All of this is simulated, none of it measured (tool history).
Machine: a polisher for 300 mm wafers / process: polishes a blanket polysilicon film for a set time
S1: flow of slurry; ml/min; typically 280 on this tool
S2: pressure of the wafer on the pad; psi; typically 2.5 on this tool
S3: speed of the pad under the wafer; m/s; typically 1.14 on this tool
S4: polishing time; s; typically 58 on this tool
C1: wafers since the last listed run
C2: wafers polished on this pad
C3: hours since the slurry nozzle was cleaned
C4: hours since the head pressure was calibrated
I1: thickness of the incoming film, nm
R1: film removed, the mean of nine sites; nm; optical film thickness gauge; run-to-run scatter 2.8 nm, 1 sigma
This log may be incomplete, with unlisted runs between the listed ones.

run	hour	S1	S2	S3	S4	C1	C2	C3	C4	I1	R1
1	0	280	2.5	1.14	58	0	434	706	946.6	1913.3	393.7
# hour 17.6: slurry nozzle cleaned
2	18.4	280	2.5	1.14	58	155	589	0.8	965	1973.3	392.1
3	73.3	280	2.5	1.04	43	489	1079	55.7	1019.9	1956.4	259.1
4	87.7	280	2.5	1.04	43	128	1207	70.1	1034.3	1912.9	259.4
5	107	280	2.5	1.04	43	172	1379	89.4	1053.6	1949.5	252
6	141.7	280	3	1.14	58	309	1689	124.1	1088.3	1946	437.1
# hour 157.6: worn pad replaced by a new one
7	172.8	280	2.5	1.14	58	241	135	155.2	1119.4	1954	397.2
8	197.9	280	2.5	1.14	58	223	359	180.3	1144.5	1915.2	396.6
9	215.7	280	2.5	1.14	70	158	517	198.1	1162.3	1903.3	471.7
10	241.3	280	2.5	1.14	58	228	746	223.7	1187.9	1928.7	390.1
11	292.9	280	2.8	1.14	45	460	1206	275.3	1239.5	1916.6	333.1
12	314.8	280	2.8	1.14	45	195	1401	297.2	1261.4	1912.9	329.5
# hour 318.8: head pressure recalibrated
13	339.2	280	2.5	1.14	58	199	1601	321.6	20.4	1920.5	370.9
14	359.2	280	2.5	1.14	58	178	1779	341.6	40.4	1953.8	370.2
# hour 367.6: worn pad replaced by a new one
15	373	280	2.5	1.14	58	87	48	355.4	54.2	1904.2	389.8
16	400.5	280	2.5	1.14	58	245	293	382.9	81.7	1919.3	396.6
17	433.7	280	2.5	1.14	58	296	589	416.1	114.9	1931.8	389.7
18	466.9	315	2.5	1.14	47	296	885	449.3	148.1	1898.6	316.5
19	500.2	280	2.5	1.14	58	296	1182	482.6	181.4	1907.5	378.8
20	544.1	280	2.5	1.14	58	391	1574	526.5	225.3	1928	367.2
# hour 561.3: worn pad replaced by a new one
21	569.5	280	2.5	1.14	39	190	72	551.9	250.7	1933.2	265.6
22	586	280	3	0.88	73	147	219	568.4	267.2	1921.3	461.8
23	601.5	280	2.5	1.14	58	138	358	583.9	282.7	1928.3	396.6
24	616.3	195	2.5	1	53	131	490	598.7	297.5	1957.9	300.9
25	641.7	280	2.5	1.14	58	226	716	624.1	322.9	1900.8	396.1
26	666.2	200	2.5	1.14	73	218	935	648.6	347.4	1928.5	469
27	691.3	280	2.5	0.82	58	223	1158	673.7	372.5	1900	281.2
28	710.7	195	2.5	0.86	58	172	1331	693.1	391.9	1930.2	271.4
29	734	180	1.9	1.02	65	207	1539	716.4	415.2	1931.6	266.2
30	763.2	280	3.1	1.14	71	260	1799	745.6	444.4	1930.3	559.9
# hour 774.5: worn pad replaced by a new one
# hour 783.4: slurry nozzle cleaned
31	793.6	280	2.8	1.14	58	226	161	10.2	474.8	1899	444.2
32	845.1	280	2.5	1.14	58	459	621	61.7	526.3	1906.8	388.1
33	904.4	350	2.2	0.82	42	528	1149	121	585.6	1908.7	177.6
34	931.4	255	1.9	1.14	74	240	1390	148	612.6	1897.8	363.4
35	944.7	280	1.8	1.14	58	118	1509	161.3	625.9	1927	268.2
# hour 965.1: worn pad replaced by a new one
36	973.2	280	2.1	1.14	50	218	72	189.8	654.4	1938.7	281.2
37	999.9	280	1.9	1.24	64	238	310	216.5	681.1	1930	354.8
38	1015.6	225	1.9	1	58	139	450	232.2	696.8	1898.7	252.9

Take each entry between the runs: how does the hidden state at the last listed run before it differ from the hidden state at the first listed run after it?
Between runs 1 and 2: slurry nozzle cleaned (hour 17.6)
  removal rate lost through wear of the pad, %: 1.06 -> 1.46
  difference, measured minus the result without the unlogged condition, R1: -4.2 -> -5.8 nm
Between runs 6 and 7: worn pad replaced by a new one (hour 157.6)
  removal rate lost through wear of the pad, %: 7.45 -> 0.379
  difference, measured minus the result without the unlogged condition, R1: -35.2 -> -1.5 nm
Between runs 12 and 13: head pressure recalibrated (hour 318.8)
  removal rate lost through wear of the pad, %: 4.99 -> 6.55
  difference, measured minus the result without the unlogged condition, R1: -17.3 -> -26 nm
Between runs 14 and 15: worn pad replaced by a new one (hour 367.6)
  removal rate lost through wear of the pad, %: 8 -> 0.852
  difference, measured minus the result without the unlogged condition, R1: -32.2 -> -3.3 nm
Between runs 20 and 21: worn pad replaced by a new one (hour 561.3)
  removal rate lost through wear of the pad, %: 6.72 -> 0.0667
  difference, measured minus the result without the unlogged condition, R1: -26.5 -> -0.2 nm
Between runs 30 and 31: worn pad replaced by a new one (hour 774.5); slurry nozzle cleaned (hour 783.4)
  removal rate lost through wear of the pad, %: 7.74 -> 0.697
  difference, measured minus the result without the unlogged condition, R1: -46.9 -> -3.1 nm
Between runs 35 and 36: worn pad replaced by a new one (hour 965.1)
  removal rate lost through wear of the pad, %: 6.09 -> 1.97
  difference, measured minus the result without the unlogged condition, R1: -17.4 -> -5.7 nm

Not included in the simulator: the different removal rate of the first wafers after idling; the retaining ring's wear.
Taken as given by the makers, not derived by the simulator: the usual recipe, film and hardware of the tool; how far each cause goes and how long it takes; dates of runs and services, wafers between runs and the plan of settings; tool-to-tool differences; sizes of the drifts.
